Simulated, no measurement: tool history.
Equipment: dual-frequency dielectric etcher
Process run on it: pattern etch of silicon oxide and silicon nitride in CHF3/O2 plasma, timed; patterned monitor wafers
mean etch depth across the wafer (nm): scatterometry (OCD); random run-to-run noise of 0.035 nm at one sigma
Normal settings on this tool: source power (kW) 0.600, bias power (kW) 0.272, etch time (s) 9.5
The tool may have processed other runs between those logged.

| run | day | source power (kW) | bias power (kW) | etch time (s) | read-back reference wafer on the same gauge, depth_nm | mean etch depth across the wafer (nm) |
|---|---|---|---|---|---|---|
| 1 | 0.000 | 0.600 | 0.272 | 9.5 | 13.40 | 15.56 |
|  | 0.179 | wet clean of the chamber |
| 2 | 1.667 | 0.600 | 0.272 | 9.5 | 13.38 | 15.07 |
| 3 | 3.812 | 0.600 | 0.272 | 9.5 | 13.40 | 15.05 |
| 4 | 10.412 | 0.600 | 0.227 | 9.5 | 13.39 | 13.70 |
|  | 11.717 | gauge calibrated |
| 5 | 12.875 | 0.600 | 0.227 | 9.5 | 13.40 | 13.85 |
| 6 | 15.075 | 0.600 | 0.309 | 8.5 | 13.40 | 14.75 |
|  | 17.496 | upper electrode replaced |
| 7 | 17.617 | 0.600 | 0.309 | 8.5 | 13.39 | 14.83 |
|  | 19.146 | wet clean of the chamber |
|  | 19.258 | bias power generator calibrated |
| 8 | 19.700 | 0.740 | 0.224 | 7.5 | 13.40 | 11.20 |
| 9 | 22.083 | 0.640 | 0.298 | 9.5 | 13.38 | 16.15 |
|  | 23.300 | source power generator calibrated |
| 10 | 23.642 | 0.500 | 0.336 | 10.5 | 13.38 | 17.96 |
| 11 | 25.229 | 0.640 | 0.298 | 9.5 | 13.39 | 16.17 |
| 12 | 27.125 | 0.600 | 0.309 | 8.5 | 13.42 | 14.61 |
| 13 | 28.362 | 0.600 | 0.272 | 10.5 | 13.42 | 16.83 |
| 14 | 30.704 | 0.720 | 0.222 | 7.0 | 13.39 | 10.55 |

Each row is a separate what-if for the run after 14, all from the same tool condition, not one after another. Results?
| A | 30.721 | 0.600 | 0.272 | 9.5 | ? | ? |
| B | 30.721 | 0.600 | 0.272 | 12.0 | ? | ? |
| C | 30.721 | 0.460 | 0.272 | 9.5 | ? | ? |
| D | 30.721 | 0.530 | 0.226 | 11.5 | ? | ? |

| run | read-back reference wafer on the same gauge, depth_nm | mean etch depth across the wafer (nm) |
|---|---|---|
| A | 13.42 | 15.28 |
| B | 13.42 | 19.30 |
| C | 13.42 | 14.35 |
| D | 13.42 | 16.13 |
Without the tool's unlogged condition, the same runs would have read:
| run | mean etch depth across the wafer (nm) |
|---|---|
| A | 15.02 |
| B | 18.97 |
| C | 14.10 |
| D | 15.85 |
